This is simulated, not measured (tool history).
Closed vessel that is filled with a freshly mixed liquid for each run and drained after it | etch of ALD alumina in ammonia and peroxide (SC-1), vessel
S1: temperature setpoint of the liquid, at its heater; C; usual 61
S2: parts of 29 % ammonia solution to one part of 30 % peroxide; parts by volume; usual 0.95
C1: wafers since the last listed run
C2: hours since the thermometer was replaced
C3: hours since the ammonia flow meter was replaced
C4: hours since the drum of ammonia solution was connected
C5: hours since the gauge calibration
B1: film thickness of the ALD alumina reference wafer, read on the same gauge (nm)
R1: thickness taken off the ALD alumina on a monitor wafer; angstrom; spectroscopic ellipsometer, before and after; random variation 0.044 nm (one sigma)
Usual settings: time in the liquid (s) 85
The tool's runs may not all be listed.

Run 1, day 0: usual settings; C1 0; C2 654.3; C3 1142.6; C4 644; C5 2641.2; B1 60.01. Result: R1 83.9 angstrom.
Run 2, day 1.596: usual settings; C1 2963; C2 692.6; C3 1180.9; C4 682.3; C5 2679.5; B1 59.97. Result: R1 83.4 angstrom.
Run 3, day 4.196: usual settings; C1 4828; C2 755; C3 1243.3; C4 744.7; C5 2741.9; B1 60. Result: R1 83.1 angstrom.
Run 4, day 5.2: usual settings; C1 1864; C2 779.1; C3 1267.4; C4 768.8; C5 2766; B1 60. Result: R1 83.2 angstrom.
Run 5, day 7.038: usual settings but S1 53.5 C, S2 0.55 parts by volume; C1 3412; C2 823.2; C3 1311.5; C4 812.9; C5 2810.1; B1 60. Result: R1 53.9 angstrom.
Run 6, day 9.271: usual settings but S1 52 C; C1 4147; C2 876.8; C3 1365.1; C4 866.5; C5 2863.7; B1 60.01. Result: R1 52.7 angstrom.
Run 7, day 11.1: usual settings; C1 3396; C2 920.7; C3 1409; C4 910.4; C5 2907.6; B1 60. Result: R1 83.4 angstrom.
Run 8, day 12.733: usual settings but time in the liquid (s) 100; C1 3033; C2 959.9; C3 1448.2; C4 949.6; C5 2946.8; B1 60. Result: R1 98.2 angstrom.
Run 9, day 15.125: usual settings but S1 54 C, time in the liquid (s) 45; C1 4441; C2 1017.3; C3 1505.6; C4 1007; C5 3004.2; B1 60. Result: R1 31.3 angstrom.
At day 17.479: new drum of ammonia solution connected.
Run 10, day 17.5: usual settings; C1 4332; C2 1074.3; C3 1562.6; C4 0.5; C5 3061.2; B1 60. Result: R1 86.1 angstrom.
Run 11, day 19.312: usual settings but S1 66 C, S2 1.2 parts by volume, time in the liquid (s) 115; C1 3365; C2 1117.8; C3 1606.1; C4 44; C5 3104.7; B1 59.99. Result: R1 153.1 angstrom.
At day 20.617: gauge calibrated.
At day 21.733: ammonia flow meter replaced.
Run 12, day 22.171: usual settings but S2 0.8 parts by volume; C1 5230; C2 1186.4; C3 10.5; C4 112.6; C5 37.3; B1 60.01. Result: R1 84.2 angstrom.
Run 13, day 24.871: usual settings but S1 53.5 C, S2 0.55 parts by volume; C1 5013; C2 1251.2; C3 75.3; C4 177.4; C5 102.1; B1 59.98. Result: R1 56 angstrom.
At day 25.433: thermometer replaced.
Run 14, day 27.408: usual settings; C1 4634; C2 47.4; C3 136.2; C4 238.3; C5 163; B1 60.01. Result: R1 79.4 angstrom.
Run 15, day 28.525: usual settings but S1 53 C, S2 0.7 parts by volume, time in the liquid (s) 40; C1 2073; C2 74.2; C3 163; C4 265.1; C5 189.8; B1 59.98. Result: R1 24 angstrom.
Run 16, day 31.292: usual settings but S1 69.5 C; C1 5137; C2 140.6; C3 229.4; C4 331.5; C5 256.2; B1 60. Result: R1 121.3 angstrom.
Run 17, day 38.625: usual settings but S1 58.5 C, S2 1.15 parts by volume; C1 13617; C2 316.6; C3 405.4; C4 507.5; C5 432.2; B1 59.99. Result: R1 72.7 angstrom.
Run 18, day 40.246: usual settings; C1 3009; C2 355.5; C3 444.3; C4 546.4; C5 471.1; B1 59.99. Result: R1 81.6 angstrom.
Run 19, day 41.912: usual settings but S1 69 C, S2 1.2 parts by volume, time in the liquid (s) 120; C1 3094; C2 395.5; C3 484.3; C4 586.4; C5 511.1; B1 60. Result: R1 174.1 angstrom.
Run 20, day 48.758: usual settings but S1 65 C, S2 0.55 parts by volume, time in the liquid (s) 100; C1 12712; C2 559.8; C3 648.6; C4 750.7; C5 675.4; B1 60. Result: R1 112.4 angstrom.
Run 21, day 50.592: usual settings; C1 3404; C2 603.8; C3 692.6; C4 794.7; C5 719.4; B1 60. Result: R1 82.4 angstrom.
Run 22, day 52.3: usual settings but S1 65.5 C, S2 0.75 parts by volume; C1 3172; C2 644.8; C3 733.6; C4 835.7; C5 760.4; B1 60.01. Result: R1 101.9 angstrom.
Run 23, day 53.533: usual settings but time in the liquid (s) 125; C1 2290; C2 674.4; C3 763.2; C4 865.3; C5 790; B1 60. Result: R1 122.9 angstrom.
Run 24, day 55.583: usual settings but S2 0.8 parts by volume, time in the liquid (s) 45; C1 3806; C2 723.6; C3 812.4; C4 914.5; C5 839.2; B1 60.01. Result: R1 43.5 angstrom.
At day 56.975: new drum of ammonia solution connected.
Run 25, day 57.217: usual settings but S1 70 C; C1 2955; C2 762.8; C3 851.6; C4 5.8; C5 878.4; B1 60.01. Result: R1 130.2 angstrom.
Run 26, day 58.725: usual settings; C1 2800; C2 799; C3 887.8; C4 42; C5 914.6; B1 60. Result: R1 82.8 angstrom.
Run 27, day 59.842: usual settings but time in the liquid (s) 135; C1 2073; C2 825.8; C3 914.6; C4 68.8; C5 941.4; B1 59.98. Result: R1 132.9 angstrom.
Run 28, day 61.875: usual settings but S1 58.5 C, S2 1.15 parts by volume; C1 3775; C2 874.6; C3 963.4; C4 117.6; C5 990.2; B1 60.03. Result: R1 75.2 angstrom.
Run 29, day 65.262: usual settings but S1 65.5 C, time in the liquid (s) 100; C1 6290; C2 955.9; C3 1044.7; C4 198.9; C5 1071.5; B1 60. Result: R1 124.3 angstrom.

The same runs without the tool's hidden state, with the same run-to-run variation:
The hidden state here: liquid hotter than its thermometer reads (K); ammonia flow below the setpoint (%); ammonia solution weaker than its label (%); gauge reads high (%).
run     R1
  1   79.9
  2   79.3
  3   78.7
  4   78.6
  5   50.6
  6   49.3
  7   78.1
  8   91.7
  9     29
 10   79.8
 11  141.8
 12   77.4
 13     51
 14   78.9
 15   23.8
 16  119.8
 17   70.9
 18   79.4
 19  169.1
 20  107.9
 21   78.8
 22   97.3
 23  116.9
 24   41.3
 25  123.5
 26   78.1
 27  125.2
 28   70.5
 29  116.3
